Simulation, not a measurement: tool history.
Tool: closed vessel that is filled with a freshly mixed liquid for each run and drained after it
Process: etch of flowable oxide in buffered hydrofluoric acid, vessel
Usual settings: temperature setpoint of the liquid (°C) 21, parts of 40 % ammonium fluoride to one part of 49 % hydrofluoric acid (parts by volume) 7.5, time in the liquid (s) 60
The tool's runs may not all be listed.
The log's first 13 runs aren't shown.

run,hour,temperature setpoint of the liquid (°C),parts of 40 % ammonium fluoride to one part of 49 % hydrofluoric acid (parts by volume),time in the liquid (s),"read-back film thickness of the flowable oxide reference wafer, read on the same gauge (nm)",thickness taken off the flowable oxide on a monitor wafer (Å)
14,331.8,21,7.5,60,140.63,1620.2
15,362,21,7.5,60,140.81,1618.4
16,385.9,25.5,10,60,140.96,1600.4
# hour 407.8: thermometer replaced
17,410.4,19.5,7.5,60,141.13,1500.7
18,430,21,7.5,60,141.32,1634
19,448.1,25.5,7.5,95,141.49,3270.9
20,470.3,21,5,60,141.67,2336.7
21,504.8,21,7.5,60,142.03,1627.3
22,526.4,21,7.5,60,142.21,1618.9
23,539.5,24.5,5,85,142.4,4052.6
24,558,25,7.5,70,142.59,2385.8
# hour 562.4: gauge calibrated
25,592.7,18.5,5.5,95,140.42,2959.2
26,621.7,21,5.5,80,140.44,2847.7
27,643.2,19,7.5,75,140.5,1790.4
28,655.7,22.5,6.5,50,140.52,1675.5
29,679.9,22.5,10,85,140.56,1893.9
30,705,25,5.5,80,140.65,3577.9

4 ways to go on from here, each from the tool as it stands after run 30. What would each give?
A,705.7,25,7.5,60,?,?
B,705.7,21,5,90,?,?
C,705.7,21,8.5,60,?,?
D,705.7,21,6.5,35,?,?

run,"read-back film thickness of the flowable oxide reference wafer, read on the same gauge (nm)",thickness taken off the flowable oxide on a monitor wafer (Å)
A,140.68,2015.1
B,140.68,3488.2
C,140.68,1413.2
D,140.68,1084.6
Without the tool's hidden state the same runs would have given:
run,thickness taken off the flowable oxide on a monitor wafer (Å)
A,2005.6
B,3471.7
C,1406.5
D,1079.5
